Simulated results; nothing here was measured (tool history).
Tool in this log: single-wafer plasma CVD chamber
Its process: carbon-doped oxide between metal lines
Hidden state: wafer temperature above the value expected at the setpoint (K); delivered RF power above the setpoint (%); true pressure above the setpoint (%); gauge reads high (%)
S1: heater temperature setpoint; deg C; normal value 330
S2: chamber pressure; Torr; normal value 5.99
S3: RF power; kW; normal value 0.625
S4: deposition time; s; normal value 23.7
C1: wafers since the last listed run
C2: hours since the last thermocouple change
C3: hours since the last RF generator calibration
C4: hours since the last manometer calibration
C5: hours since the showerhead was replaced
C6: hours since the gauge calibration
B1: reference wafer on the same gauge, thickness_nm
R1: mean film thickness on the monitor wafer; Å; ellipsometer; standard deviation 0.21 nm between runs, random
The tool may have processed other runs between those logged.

| run | day | S1 | S2 | S3 | S4 | C1 | C2 | C3 | C4 | C5 | C6 | B1 | R1 |
|---|---|---|---|---|---|---|---|---|---|---|---|---|---|
| 1 | 0.000 | 330 | 5.99 | 0.625 | 23.7 | 0 | 1957.5 | 1608.5 | 1944.7 | 3928.7 | 197.3 | 114.992 | 1373.56 |
|  | 0.325 | gauge calibrated |
| 2 | 0.742 | 330 | 5.99 | 0.625 | 23.7 | 208 | 1975.3 | 1626.3 | 1962.5 | 3946.5 | 10.0 | 114.966 | 1371.84 |
| 3 | 1.467 | 330 | 5.99 | 0.625 | 23.7 | 203 | 1992.7 | 1643.7 | 1979.9 | 3963.9 | 27.4 | 114.986 | 1370.23 |
| 4 | 1.888 | 330 | 5.99 | 0.625 | 23.7 | 118 | 2002.8 | 1653.8 | 1990.0 | 3974.0 | 37.5 | 115.024 | 1369.68 |
| 5 | 2.425 | 330 | 5.99 | 0.625 | 23.7 | 151 | 2015.7 | 1666.7 | 2002.9 | 3986.9 | 50.4 | 114.984 | 1369.76 |
| 6 | 2.692 | 330 | 5.99 | 0.625 | 23.7 | 74 | 2022.1 | 1673.1 | 2009.3 | 3993.3 | 56.8 | 115.012 | 1368.27 |
| 7 | 2.950 | 330 | 5.99 | 0.625 | 23.7 | 72 | 2028.3 | 1679.3 | 2015.5 | 3999.5 | 63.0 | 115.053 | 1366.45 |
| 8 | 3.558 | 340 | 5.99 | 0.535 | 23.7 | 170 | 2042.9 | 1693.9 | 2030.1 | 4014.1 | 77.6 | 114.992 | 1214.78 |
| 9 | 3.925 | 324 | 5.99 | 0.625 | 23.7 | 103 | 2051.7 | 1702.7 | 2038.9 | 4022.9 | 86.4 | 115.008 | 1395.17 |
|  | 4.342 | thermocouple changed; heater temperature recalibrated |
| 10 | 4.671 | 324 | 5.99 | 0.625 | 23.7 | 115 | 7.9 | 1720.6 | 2056.8 | 4040.8 | 104.3 | 114.968 | 1392.83 |
|  | 5.079 | RF generator calibrated |
| 11 | 5.192 | 324 | 5.99 | 0.625 | 23.7 | 52 | 20.4 | 2.7 | 2069.3 | 4053.3 | 116.8 | 114.949 | 1454.11 |
| 12 | 5.871 | 330 | 5.99 | 0.625 | 23.7 | 190 | 36.7 | 19.0 | 2085.6 | 4069.6 | 133.1 | 115.021 | 1422.59 |
| 13 | 6.517 | 330 | 5.99 | 0.625 | 25.4 | 181 | 52.2 | 34.5 | 2101.1 | 4085.1 | 148.6 | 115.090 | 1520.65 |
| 14 | 6.875 | 320 | 5.99 | 0.730 | 23.7 | 100 | 60.8 | 43.1 | 2109.7 | 4093.7 | 157.2 | 114.996 | 1604.51 |
| 15 | 7.167 | 330 | 6.84 | 0.710 | 28.0 | 81 | 67.8 | 50.1 | 2116.7 | 4100.7 | 164.2 | 115.042 | 1825.13 |
|  | 7.504 | capacitance manometer re-zeroed and calibrated |
|  | 7.525 | showerhead replaced |
| 16 | 7.604 | 330 | 7.07 | 0.625 | 23.7 | 23 | 78.3 | 60.6 | 2.4 | 1.9 | 174.7 | 114.991 | 1447.08 |
| 17 | 8.175 | 325 | 5.99 | 0.625 | 23.7 | 160 | 92.0 | 74.3 | 16.1 | 15.6 | 188.4 | 115.014 | 1450.29 |
|  | 8.338 | gauge calibrated |
| 18 | 8.479 | 330 | 5.99 | 0.625 | 23.7 | 85 | 99.3 | 81.6 | 23.4 | 22.9 | 3.4 | 114.976 | 1424.89 |
| 19 | 8.925 | 330 | 5.99 | 0.625 | 23.7 | 125 | 110.0 | 92.3 | 34.1 | 33.6 | 14.1 | 114.998 | 1426.51 |
| 20 | 9.262 | 325 | 5.99 | 0.685 | 22.3 | 94 | 118.1 | 100.4 | 42.2 | 41.7 | 22.2 | 115.027 | 1434.01 |
| 21 | 9.971 | 330 | 5.99 | 0.625 | 23.7 | 199 | 135.1 | 117.4 | 59.2 | 58.7 | 39.2 | 114.933 | 1423.85 |
| 22 | 10.312 | 344 | 5.99 | 0.500 | 26.5 | 96 | 143.3 | 125.6 | 67.4 | 66.9 | 47.4 | 115.031 | 1342.42 |
| 23 | 10.667 | 330 | 4.92 | 0.625 | 22.1 | 99 | 151.8 | 134.1 | 75.9 | 75.4 | 55.9 | 114.980 | 1292.64 |
| 24 | 11.283 | 338 | 6.61 | 0.565 | 27.0 | 173 | 166.6 | 148.9 | 90.7 | 90.2 | 70.7 | 114.996 | 1508.69 |
| 25 | 11.650 | 330 | 5.99 | 0.625 | 23.7 | 103 | 175.4 | 157.7 | 99.5 | 99.0 | 79.5 | 115.005 | 1424.18 |

What the log doesn't show, run by run:
wafer temperature above the value expected at the setpoint (K): 0 across all the runs
true pressure above the setpoint (%): 0 across all the runs
gauge reads high (%): 0 across all the runs
H1: delivered RF power above the setpoint (%)
| run | H1 |
|---|---|
| 1 | -6.48 |
| 2 | -6.6 |
| 3 | -6.73 |
| 4 | -6.8 |
| 5 | -6.9 |
| 6 | -6.94 |
| 7 | -6.99 |
| 8 | -7.1 |
| 9 | -7.16 |
| 10 | -7.3 |
| 11 | -0.219 |
| 12 | -0.22 |
| 13 | -0.222 |
| 14 | -0.223 |
| 15 | -0.224 |
| 16 | -0.227 |
| 17 | -0.231 |
| 18 | -0.234 |
| 19 | -0.238 |
| 20 | -0.241 |
| 21 | -0.249 |
| 22 | -0.254 |
| 23 | -0.259 |
| 24 | -0.268 |
| 25 | -0.274 |
